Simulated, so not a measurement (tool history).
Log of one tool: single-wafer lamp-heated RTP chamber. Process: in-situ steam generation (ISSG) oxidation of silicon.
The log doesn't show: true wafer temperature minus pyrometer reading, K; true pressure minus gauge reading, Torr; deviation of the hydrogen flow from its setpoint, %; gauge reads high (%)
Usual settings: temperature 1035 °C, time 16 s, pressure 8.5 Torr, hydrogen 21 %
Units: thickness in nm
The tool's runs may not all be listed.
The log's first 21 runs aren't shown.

| run | hour | temperature | time | pressure | hydrogen | wafers since the last listed run | wafers since the last pyrometer calibration | hours since the pressure gauge was zeroed | hours since the hydrogen flow controller was replaced | hours since the gauge calibration | read-back reference wafer on the same gauge, thickness | thickness |
|---|---|---|---|---|---|---|---|---|---|---|---|---|
| 22 | 2013.2 | 1017 | 20 | 9.9 | 16 | 1051 | 8060 | 925.9 | 915.4 | 813.9 | 7.233 | 5.819 |
| 23 | 2098.1 | 1052 | 14 | 8.5 | 27 | 1260 | 9321 | 1010.8 | 1000.3 | 898.8 | 7.211 | 6.647 |
|  | 2120.1 | pyrometer window cleaned and pyrometer calibrated |
| 24 | 2396.2 | 1035 | 18 | 8.5 | 21 | 4307 | 4099 | 1308.9 | 1298.4 | 1196.9 | 7.13 | 6.437 |
| 25 | 2479.7 | 1025 | 10 | 7.8 | 31 | 1239 | 5339 | 1392.4 | 1381.9 | 1280.4 | 7.097 | 5.188 |
| 26 | 2585.1 | 1035 | 16 | 8.5 | 21 | 1565 | 6904 | 1497.8 | 1487.3 | 1385.8 | 7.055 | 5.939 |
|  | 2619.8 | pyrometer window cleaned and pyrometer calibrated |
| 27 | 2667.2 | 1035 | 16 | 8.5 | 21 | 1100 | 703 | 1579.9 | 1569.4 | 1467.9 | 7.035 | 5.981 |
| 28 | 2717.2 | 1015 | 16 | 9.4 | 21 | 742 | 1446 | 1629.9 | 1619.4 | 1517.9 | 7.003 | 5.359 |
|  | 2790.8 | gauge calibrated |
| 29 | 2815.4 | 1022 | 16 | 8.5 | 21 | 1458 | 2904 | 1728.1 | 1717.6 | 24.6 | 7.338 | 5.832 |
| 30 | 2913.7 | 1021 | 12 | 8.5 | 27 | 1459 | 4363 | 1826.4 | 1815.9 | 122.9 | 7.349 | 5.478 |

Forecast each of these 4 alternatives for the next run:
| A | 2914.1 | 1035 | 16 | 8.5 | 21 | 5 | 4369 | 1826.8 | 1816.3 | 123.3 | ? | ? |
| B | 2914.1 | 1052 | 16 | 7.3 | 21 | 5 | 4369 | 1826.8 | 1816.3 | 123.3 | ? | ? |
| C | 2914.1 | 1035 | 12 | 7.7 | 27 | 5 | 4369 | 1826.8 | 1816.3 | 123.3 | ? | ? |
| D | 2914.1 | 1023 | 16 | 8.5 | 21 | 5 | 4369 | 1826.8 | 1816.3 | 123.3 | ? | ? |

| run | read-back reference wafer on the same gauge, thickness | thickness |
|---|---|---|
| A | 7.348 | 6.195 |
| B | 7.348 | 6.752 |
| C | 7.348 | 5.783 |
| D | 7.348 | 5.863 |
Without the tool's hidden state the same runs would have given:
| run | thickness |
|---|---|
| A | 6.182 |
| B | 6.738 |
| C | 5.771 |
| D | 5.851 |

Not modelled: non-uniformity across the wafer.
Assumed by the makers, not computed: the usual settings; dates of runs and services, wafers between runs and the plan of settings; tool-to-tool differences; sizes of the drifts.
